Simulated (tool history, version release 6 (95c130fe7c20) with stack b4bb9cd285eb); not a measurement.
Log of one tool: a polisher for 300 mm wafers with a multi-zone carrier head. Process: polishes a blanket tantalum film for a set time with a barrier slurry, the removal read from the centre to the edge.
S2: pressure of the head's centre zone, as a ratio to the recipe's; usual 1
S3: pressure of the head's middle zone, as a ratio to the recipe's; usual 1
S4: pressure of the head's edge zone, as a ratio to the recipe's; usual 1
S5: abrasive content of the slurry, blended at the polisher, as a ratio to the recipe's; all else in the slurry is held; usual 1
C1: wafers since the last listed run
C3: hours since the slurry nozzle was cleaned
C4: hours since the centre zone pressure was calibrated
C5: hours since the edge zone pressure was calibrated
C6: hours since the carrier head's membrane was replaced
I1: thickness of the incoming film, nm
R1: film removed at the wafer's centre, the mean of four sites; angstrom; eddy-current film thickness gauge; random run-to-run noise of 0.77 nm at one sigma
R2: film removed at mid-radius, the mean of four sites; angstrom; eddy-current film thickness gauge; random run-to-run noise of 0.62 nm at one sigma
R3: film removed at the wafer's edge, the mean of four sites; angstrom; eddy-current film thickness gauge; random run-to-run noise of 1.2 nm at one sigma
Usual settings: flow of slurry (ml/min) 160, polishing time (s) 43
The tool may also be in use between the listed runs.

Run 1, hour 0: usual settings but S3 0.89; C1 0; wafers polished on this pad 947; C3 390.9; C4 145.1; C5 112.8; C6 28; I1 290.8. Result: R1 736 angstrom, R2 678 angstrom, R3 739 angstrom.
At hour 7.3: slurry nozzle cleaned.
Run 2, hour 9.6: usual settings but S2 1.04, polishing time (s) 53; C1 58; wafers polished on this pad 1005; C3 2.3; C4 154.7; C5 122.4; C6 37.6; I1 294.7. Result: R1 931 angstrom, R2 901 angstrom, R3 920 angstrom.
At hour 15.3: worn pad replaced by a new one.
Run 3, hour 20.1: usual settings but flow of slurry (ml/min) 125; C1 44; wafers polished on this pad 32; C3 12.8; C4 165.2; C5 132.9; C6 48.1; I1 288.8. Result: R1 786 angstrom, R2 787 angstrom, R3 783 angstrom.
Run 4, hour 27.9: usual settings; C1 52; wafers polished on this pad 85; C3 20.6; C4 173; C5 140.7; C6 55.9; I1 285.9. Result: R1 800 angstrom, R2 793 angstrom, R3 821 angstrom.
Run 5, hour 39.1: usual settings but flow of slurry (ml/min) 175, S3 0.89, polishing time (s) 51; C1 75; wafers polished on this pad 161; C3 31.8; C4 184.2; C5 151.9; C6 67.1; I1 287.2. Result: R1 937 angstrom, R2 865 angstrom, R3 955 angstrom.
Run 6, hour 55.5: usual settings but flow of slurry (ml/min) 140, S2 0.96; C1 111; wafers polished on this pad 272; C3 48.2; C4 200.6; C5 168.3; C6 83.5; I1 292.7. Result: R1 743 angstrom, R2 796 angstrom, R3 797 angstrom.
Run 7, hour 67: usual settings; C1 77; wafers polished on this pad 350; C3 59.7; C4 212.1; C5 179.8; C6 95; I1 291.9. Result: R1 791 angstrom, R2 792 angstrom, R3 807 angstrom.
Run 8, hour 87.2: usual settings but flow of slurry (ml/min) 145, S3 0.93, S4 1.09, polishing time (s) 51; C1 136; wafers polished on this pad 487; C3 79.9; C4 232.3; C5 200; C6 115.2; I1 292.3. Result: R1 937 angstrom, R2 887 angstrom, R3 991 angstrom.
Run 9, hour 102.8: usual settings but S5 1.1; C1 105; wafers polished on this pad 592; C3 95.5; C4 247.9; C5 215.6; C6 130.8; I1 293. Result: R1 801 angstrom, R2 816 angstrom, R3 811 angstrom.
Run 10, hour 111.2: usual settings but S2 0.96, S4 0.89; C1 56; wafers polished on this pad 649; C3 103.9; C4 256.3; C5 224; C6 139.2; I1 291.5. Result: R1 735 angstrom, R2 789 angstrom, R3 740 angstrom.
Run 11, hour 150.8: usual settings but S3 0.9, S4 0.94; C1 268; wafers polished on this pad 918; C3 143.5; C4 295.9; C5 263.6; C6 178.8; I1 287.5. Result: R1 749 angstrom, R2 703 angstrom, R3 754 angstrom.
At hour 160.8: worn pad replaced by a new one.
Run 12, hour 161.3: usual settings but S3 0.9, S4 0.94; C1 44; wafers polished on this pad 3; C3 154; C4 306.4; C5 274.1; C6 189.3; I1 284.5. Result: R1 786 angstrom, R2 732 angstrom, R3 789 angstrom.
Run 13, hour 167.9: usual settings; C1 44; wafers polished on this pad 48; C3 160.6; C4 313; C5 280.7; C6 195.9; I1 295.4. Result: R1 795 angstrom, R2 799 angstrom, R3 800 angstrom.
Run 14, hour 178.1: usual settings but flow of slurry (ml/min) 135, S3 0.9, S4 0.91, polishing time (s) 57; C1 69; wafers polished on this pad 117; C3 170.8; C4 323.2; C5 290.9; C6 206.1; I1 286.8. Result: R1 1036 angstrom, R2 944 angstrom, R3 983 angstrom.
Run 15, hour 188.6: usual settings but flow of slurry (ml/min) 125; C1 71; wafers polished on this pad 188; C3 181.3; C4 333.7; C5 301.4; C6 216.6; I1 290. Result: R1 764 angstrom, R2 770 angstrom, R3 783 angstrom.
Run 16, hour 200.3: usual settings but flow of slurry (ml/min) 180, S5 0.75; C1 79; wafers polished on this pad 267; C3 193; C4 345.4; C5 313.1; C6 228.3; I1 291.6. Result: R1 698 angstrom, R2 700 angstrom, R3 716 angstrom.
Run 17, hour 207.9: usual settings but flow of slurry (ml/min) 215, S5 0.7, polishing time (s) 51; C1 51; wafers polished on this pad 319; C3 200.6; C4 353; C5 320.7; C6 235.9; I1 287.9. Result: R1 812 angstrom, R2 813 angstrom, R3 810 angstrom.
Run 18, hour 224.6: usual settings but S5 0.75; C1 113; wafers polished on this pad 432; C3 217.3; C4 369.7; C5 337.4; C6 252.6; I1 287.4. Result: R1 674 angstrom, R2 688 angstrom, R3 680 angstrom.
Run 19, hour 242.2: usual settings but flow of slurry (ml/min) 210; C1 119; wafers polished on this pad 551; C3 234.9; C4 387.3; C5 355; C6 270.2; I1 292.7. Result: R1 784 angstrom, R2 804 angstrom, R3 804 angstrom.
At hour 251.9: centre zone pressure recalibrated.
Run 20, hour 258.6: usual settings but S2 0.92; C1 97; wafers polished on this pad 649; C3 251.3; C4 6.7; C5 371.4; C6 286.6; I1 285.6. Result: R1 711 angstrom, R2 780 angstrom, R3 762 angstrom.
Run 21, hour 274.1: usual settings but flow of slurry (ml/min) 175, S3 0.89, polishing time (s) 51; C1 105; wafers polished on this pad 754; C3 266.8; C4 22.2; C5 386.9; C6 302.1; I1 285.7. Result: R1 907 angstrom, R2 836 angstrom, R3 927 angstrom.
Run 22, hour 281.7: usual settings but flow of slurry (ml/min) 120, S2 0.89, S4 1.09; C1 51; wafers polished on this pad 806; C3 274.4; C4 29.8; C5 394.5; C6 309.7; I1 287.3. Result: R1 644 angstrom, R2 727 angstrom, R3 756 angstrom.
Run 23, hour 292.1: usual settings but S3 1.08, S4 0.95, S5 0.9; C1 70; wafers polished on this pad 876; C3 284.8; C4 40.2; C5 404.9; C6 320.1; I1 290.9. Result: R1 701 angstrom, R2 762 angstrom, R3 715 angstrom.

What would each run have given without the hidden state, its run-to-run variation left as it was?
The tool's hidden condition here consists of: removal rate lost through wear of the pad, %; slurry flow missing at the pad, %; deviation of the centre zone's pressure from its setpoint, %; deviation of the edge zone's pressure from its setpoint, %.
run    R1   R2    R3
  1   799  737   803
  2  1021  988  1009
  3   787  787   784
  4   801  794   823
  5   939  868   958
  6   747  801   801
  7   798  799   814
  8   953  902  1007
  9   821  836   831
 10   757  812   762
 11   794  746   799
 12   796  742   800
 13   806  810   811
 14  1051  958   998
 15   776  782   796
 16   711  713   729
 17   829  830   826
 18   692  706   698
 19   811  832   832
 20   743  815   796
 21   957  883   979
 22   684  771   803
 23   750  816   766

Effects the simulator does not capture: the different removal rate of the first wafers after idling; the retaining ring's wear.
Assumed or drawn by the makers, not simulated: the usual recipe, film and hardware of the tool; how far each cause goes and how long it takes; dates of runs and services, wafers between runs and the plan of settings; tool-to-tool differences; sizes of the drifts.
